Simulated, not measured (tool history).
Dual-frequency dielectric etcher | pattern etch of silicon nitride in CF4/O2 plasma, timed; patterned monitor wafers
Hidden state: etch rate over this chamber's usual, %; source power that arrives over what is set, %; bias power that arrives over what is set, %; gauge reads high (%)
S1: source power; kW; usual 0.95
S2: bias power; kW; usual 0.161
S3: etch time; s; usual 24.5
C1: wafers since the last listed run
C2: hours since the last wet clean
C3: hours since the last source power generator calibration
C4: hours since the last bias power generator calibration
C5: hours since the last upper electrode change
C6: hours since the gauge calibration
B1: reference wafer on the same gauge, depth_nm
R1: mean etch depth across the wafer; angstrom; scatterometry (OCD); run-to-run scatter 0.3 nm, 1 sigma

| run | hour | S1 | S2 | S3 | C1 | C2 | C3 | C4 | C5 | C6 | B1 | R1 |
|---|---|---|---|---|---|---|---|---|---|---|---|---|
| 1 | 0 | 0.95 | 0.131 | 26.5 | 0 | 189 | 4405.2 | 1979.4 | 3544.7 | 674.8 | 74.8 | 942 |
| 2 | 26.1 | 0.95 | 0.161 | 24.5 | 514 | 215.1 | 4431.3 | 2005.5 | 3570.8 | 700.9 | 75 | 928 |
| 3 | 52.7 | 0.95 | 0.161 | 24.5 | 523 | 241.7 | 4457.9 | 2032.1 | 3597.4 | 727.5 | 75 | 927 |
|  | 70 | bias power generator calibrated |
| 4 | 70.5 | 0.95 | 0.161 | 24.5 | 271 | 259.5 | 4475.7 | 0.5 | 3615.2 | 745.3 | 75 | 926 |
| 5 | 90 | 0.95 | 0.161 | 24.5 | 384 | 279 | 4495.2 | 20 | 3634.7 | 764.8 | 75.3 | 925 |
|  | 136.4 | upper electrode replaced |
| 6 | 136.9 | 0.95 | 0.177 | 24.5 | 451 | 325.9 | 4542.1 | 66.9 | 0.5 | 811.7 | 75.4 | 955 |
| 7 | 150.6 | 0.95 | 0.177 | 24.5 | 269 | 339.6 | 4555.8 | 80.6 | 14.2 | 825.4 | 75.4 | 957 |
| 8 | 163.8 | 0.95 | 0.177 | 24.5 | 260 | 352.8 | 4569 | 93.8 | 27.4 | 838.6 | 75.4 | 960 |
| 9 | 234.8 | 0.95 | 0.161 | 24.5 | 1398 | 423.8 | 4640 | 164.8 | 98.4 | 909.6 | 75.9 | 933 |
| 10 | 251.3 | 0.95 | 0.161 | 24.5 | 325 | 440.3 | 4656.5 | 181.3 | 114.9 | 926.1 | 75.9 | 934 |
|  | 278.5 | wet clean of the chamber |
| 11 | 279 | 0.95 | 0.161 | 24.5 | 72 | 0.5 | 4684.2 | 209 | 142.6 | 953.8 | 76.1 | 939 |
| 12 | 287.1 | 0.95 | 0.194 | 27.5 | 159 | 8.6 | 4692.3 | 217.1 | 150.7 | 961.9 | 76.2 | 1113 |
| 13 | 307 | 0.95 | 0.161 | 24.5 | 391 | 28.5 | 4712.2 | 237 | 170.6 | 981.8 | 76.2 | 941 |
| 14 | 323.6 | 1.12 | 0.15 | 21.5 | 326 | 45.1 | 4728.8 | 253.6 | 187.2 | 998.4 | 76.1 | 958 |
| 15 | 344.4 | 0.95 | 0.161 | 24.5 | 409 | 65.9 | 4749.6 | 274.4 | 208 | 1019.2 | 76.3 | 939 |
| 16 | 367 | 0.83 | 0.161 | 28 | 445 | 88.5 | 4772.2 | 297 | 230.6 | 1041.8 | 76.6 | 930 |
| 17 | 399.9 | 0.78 | 0.186 | 26.5 | 648 | 121.4 | 4805.1 | 329.9 | 263.5 | 1074.7 | 76.6 | 861 |
| 18 | 419.4 | 0.95 | 0.161 | 24.5 | 384 | 140.9 | 4824.6 | 349.4 | 283 | 1094.2 | 76.7 | 943 |
|  | 440.6 | source power generator calibrated |
| 19 | 450.4 | 1.1 | 0.197 | 20.5 | 531 | 171.9 | 9.8 | 380.4 | 314 | 1125.2 | 76.7 | 982 |
|  | 459.2 | gauge calibrated |
| 20 | 465.4 | 0.95 | 0.19 | 24.5 | 295 | 186.9 | 24.8 | 395.4 | 329 | 6.2 | 74.5 | 968 |
| 21 | 489.9 | 0.95 | 0.193 | 29.5 | 482 | 211.4 | 49.3 | 419.9 | 353.5 | 30.7 | 74.4 | 1163 |
| 22 | 515.6 | 0.95 | 0.144 | 28 | 506 | 237.1 | 75 | 445.6 | 379.2 | 56.4 | 74.4 | 1015 |
| 23 | 546.9 | 1.06 | 0.161 | 24.5 | 616 | 268.4 | 106.3 | 476.9 | 410.5 | 87.7 | 74.4 | 1034 |
| 24 | 563.5 | 0.95 | 0.19 | 24.5 | 326 | 285 | 122.9 | 493.5 | 427.1 | 104.3 | 74.6 | 961 |
| 25 | 593 | 0.95 | 0.161 | 24.5 | 581 | 314.5 | 152.4 | 523 | 456.6 | 133.8 | 74.4 | 917 |
| 26 | 620.7 | 1.12 | 0.161 | 31 | 545 | 342.2 | 180.1 | 550.7 | 484.3 | 161.5 | 74.4 | 1378 |
| 27 | 644.7 | 0.95 | 0.161 | 24.5 | 472 | 366.2 | 204.1 | 574.7 | 508.3 | 185.5 | 74.5 | 919 |
| 28 | 662.9 | 1.15 | 0.161 | 28.5 | 358 | 384.4 | 222.3 | 592.9 | 526.5 | 203.7 | 74.5 | 1307 |
| 29 | 696.7 | 0.95 | 0.161 | 24.5 | 665 | 418.2 | 256.1 | 626.7 | 560.3 | 237.5 | 74.3 | 922 |

5 ways to go on from here, each from the tool as it stands after run 29. What would each give?
| A | 697.1 | 0.95 | 0.161 | 24.5 | 7 | 418.6 | 256.5 | 627.1 | 560.7 | 237.9 | ? | ? |
| B | 697.1 | 0.95 | 0.185 | 24.5 | 7 | 418.6 | 256.5 | 627.1 | 560.7 | 237.9 | ? | ? |
| C | 697.1 | 1.08 | 0.161 | 27.5 | 7 | 418.6 | 256.5 | 627.1 | 560.7 | 237.9 | ? | ? |
| D | 697.1 | 0.88 | 0.132 | 24.5 | 7 | 418.6 | 256.5 | 627.1 | 560.7 | 237.9 | ? | ? |
| E | 697.1 | 0.95 | 0.193 | 27 | 7 | 418.6 | 256.5 | 627.1 | 560.7 | 237.9 | ? | ? |

| run | B1 | R1 |
|---|---|---|
| A | 74.5 | 926 |
| B | 74.5 | 964 |
| C | 74.5 | 1187 |
| D | 74.5 | 808 |
| E | 74.5 | 1076 |
Without the tool's hidden state the same runs would have given:
| run | R1 |
|---|---|
| A | 915 |
| B | 953 |
| C | 1174 |
| D | 799 |
| E | 1064 |
